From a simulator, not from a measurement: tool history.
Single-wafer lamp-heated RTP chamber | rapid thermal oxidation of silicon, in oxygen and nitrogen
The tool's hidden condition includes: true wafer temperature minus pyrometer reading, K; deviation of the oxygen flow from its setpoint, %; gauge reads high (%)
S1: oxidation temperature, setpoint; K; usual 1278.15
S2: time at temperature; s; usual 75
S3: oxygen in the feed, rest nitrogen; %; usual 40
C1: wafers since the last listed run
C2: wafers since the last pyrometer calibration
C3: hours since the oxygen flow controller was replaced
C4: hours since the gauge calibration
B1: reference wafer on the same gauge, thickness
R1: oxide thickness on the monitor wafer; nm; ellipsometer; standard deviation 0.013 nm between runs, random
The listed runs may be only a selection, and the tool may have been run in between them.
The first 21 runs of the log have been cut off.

run	day	S1	S2	S3	C1	C2	C3	C4	B1	R1
22	42.788	1278.15	75	40	471	6203	288.2	353.7	4.17	4.571
23	44.129	1278.15	75	40	223	6426	320.4	385.9	4.171	4.582
24	46.708	1278.15	75	40	429	6856	382.3	447.8	4.175	4.583
25	48.138	1278.15	75	17	237	7094	416.6	482.1	4.173	3.514
# day 50.167: pyrometer window cleaned and pyrometer calibrated
26	50.838	1297.15	53	29	394	111	481.4	546.9	4.17	3.945
27	52.812	1278.15	75	40	328	440	528.8	594.3	4.169	4.475
28	54.704	1266.15	48	40	314	755	574.2	639.7	4.169	3.459
29	62.333	1278.15	75	40	1270	2025	757.3	822.8	4.169	4.53
30	65.208	1287.15	40	17	478	2504	826.3	891.8	4.171	2.925
31	66.833	1301.15	105	17	270	2774	865.3	930.8	4.169	4.615

Here are 3 independent what-if runs from the current tool condition. What would each one return?
A	66.854	1278.15	75	40	3	2778	865.8	931.3	?	?
B	66.854	1278.15	39	40	3	2778	865.8	931.3	?	?
C	66.854	1258.15	75	40	3	2778	865.8	931.3	?	?

run	B1	R1
A	4.171	4.546
B	4.171	3.479
C	4.171	3.962
With the hidden condition removed and each run's random variation left untouched, the same runs would have given:
run	R1
A	4.435
B	3.402
C	3.867
